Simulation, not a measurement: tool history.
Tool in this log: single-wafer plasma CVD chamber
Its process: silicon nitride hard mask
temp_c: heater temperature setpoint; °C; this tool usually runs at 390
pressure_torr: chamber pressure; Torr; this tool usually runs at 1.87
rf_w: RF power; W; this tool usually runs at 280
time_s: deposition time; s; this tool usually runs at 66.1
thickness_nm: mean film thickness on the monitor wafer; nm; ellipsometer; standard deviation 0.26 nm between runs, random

| run | hour | temp_c | pressure_torr | rf_w | time_s | read-back reference wafer on the same gauge, thickness_nm | thickness_nm |
|---|---|---|---|---|---|---|---|
| 1 | 0.0 | 390 | 1.87 | 280 | 66.1 | 88.794 | 75.901 |
| 2 | 84.4 | 390 | 1.87 | 280 | 66.1 | 88.791 | 75.002 |
| 3 | 129.4 | 390 | 1.87 | 280 | 66.1 | 88.785 | 75.059 |
| 4 | 171.2 | 390 | 1.87 | 280 | 58.7 | 88.790 | 66.350 |
| 5 | 229.4 | 390 | 1.87 | 280 | 70.6 | 88.756 | 79.363 |
| 6 | 313.5 | 390 | 1.87 | 280 | 66.1 | 88.798 | 73.900 |
| 7 | 358.8 | 390 | 1.87 | 280 | 66.1 | 88.781 | 73.599 |
| 8 | 422.3 | 390 | 1.87 | 255 | 61.3 | 88.725 | 65.945 |
| 9 | 506.4 | 390 | 2.25 | 280 | 66.1 | 88.772 | 79.885 |
| 10 | 550.0 | 390 | 1.87 | 280 | 66.1 | 88.778 | 75.018 |
| 11 | 615.2 | 390 | 1.87 | 335 | 76.0 | 88.715 | 95.421 |
| 12 | 692.8 | 377 | 2.14 | 310 | 71.3 | 88.835 | 90.635 |
| 13 | 777.4 | 379 | 1.41 | 280 | 55.1 | 88.772 | 55.389 |
| 14 | 865.1 | 402 | 2.22 | 280 | 59.4 | 88.844 | 70.845 |
| 15 | 968.0 | 382 | 2.04 | 280 | 59.8 | 88.860 | 69.499 |
| 16 | 1056.4 | 390 | 1.52 | 300 | 72.6 | 88.804 | 76.989 |
| 17 | 1156.6 | 390 | 1.87 | 280 | 60.2 | 88.792 | 66.865 |
| 18 | 1247.0 | 390 | 2.16 | 280 | 66.1 | 88.797 | 77.446 |
| 19 | 1302.3 | 390 | 1.87 | 280 | 71.8 | 88.839 | 79.375 |
| 20 | 1341.7 | 390 | 1.68 | 280 | 60.3 | 88.744 | 63.279 |
| 21 | 1387.9 | 390 | 1.87 | 280 | 66.1 | 88.797 | 72.553 |
| 22 | 1466.9 | 390 | 1.43 | 280 | 54.2 | 88.759 | 54.500 |
| 23 | 1551.5 | 390 | 1.87 | 255 | 61.3 | 88.802 | 65.456 |
| 24 | 1592.4 | 399 | 1.87 | 260 | 66.1 | 88.788 | 71.443 |
| 25 | 1686.9 | 390 | 1.87 | 240 | 77.1 | 88.790 | 79.289 |
| 26 | 1745.5 | 390 | 1.52 | 280 | 66.1 | 88.783 | 68.188 |
| 27 | 1847.6 | 399 | 1.87 | 255 | 74.9 | 88.839 | 79.001 |

Not shown here: 5 entries made in the log between runs. Locate each between two listed runs and compare the hidden state at the listed run before it with the hidden state at the listed run after it:
Logged between run 7 and run 8: RF generator calibrated (hour 421.8)
  delivered RF power above the setpoint (%): -4.06 -> -0.196; true pressure above the setpoint (%): -6.27 -> -6.5
  the result without the hidden state subtracted from the measured one, thickness_nm: -3.736 -> -1.774 nm
Logged between run 8 and run 9: showerhead replaced (hour 442.0); gauge calibrated (hour 483.3)
  delivered RF power above the setpoint (%): -0.196 -> -0.233; true pressure above the setpoint (%): -6.5 -> -6.77
  the result without the hidden state subtracted from the measured one, thickness_nm: -1.774 -> -2.092 nm
Logged between run 11 and run 12: thermocouple changed; heater temperature recalibrated (hour 691.3)
  delivered RF power above the setpoint (%): -0.388 -> -0.572; true pressure above the setpoint (%): -7.09 -> -7.3
  the result without the hidden state subtracted from the measured one, thickness_nm: -2.906 -> -2.739 nm
Logged between run 21 and run 22: RF generator calibrated (hour 1452.9)
  delivered RF power above the setpoint (%): -4.97 -> -0.198; true pressure above the setpoint (%): -8.51 -> -8.6
  the result without the hidden state subtracted from the measured one, thickness_nm: -4.846 -> -2.201 nm
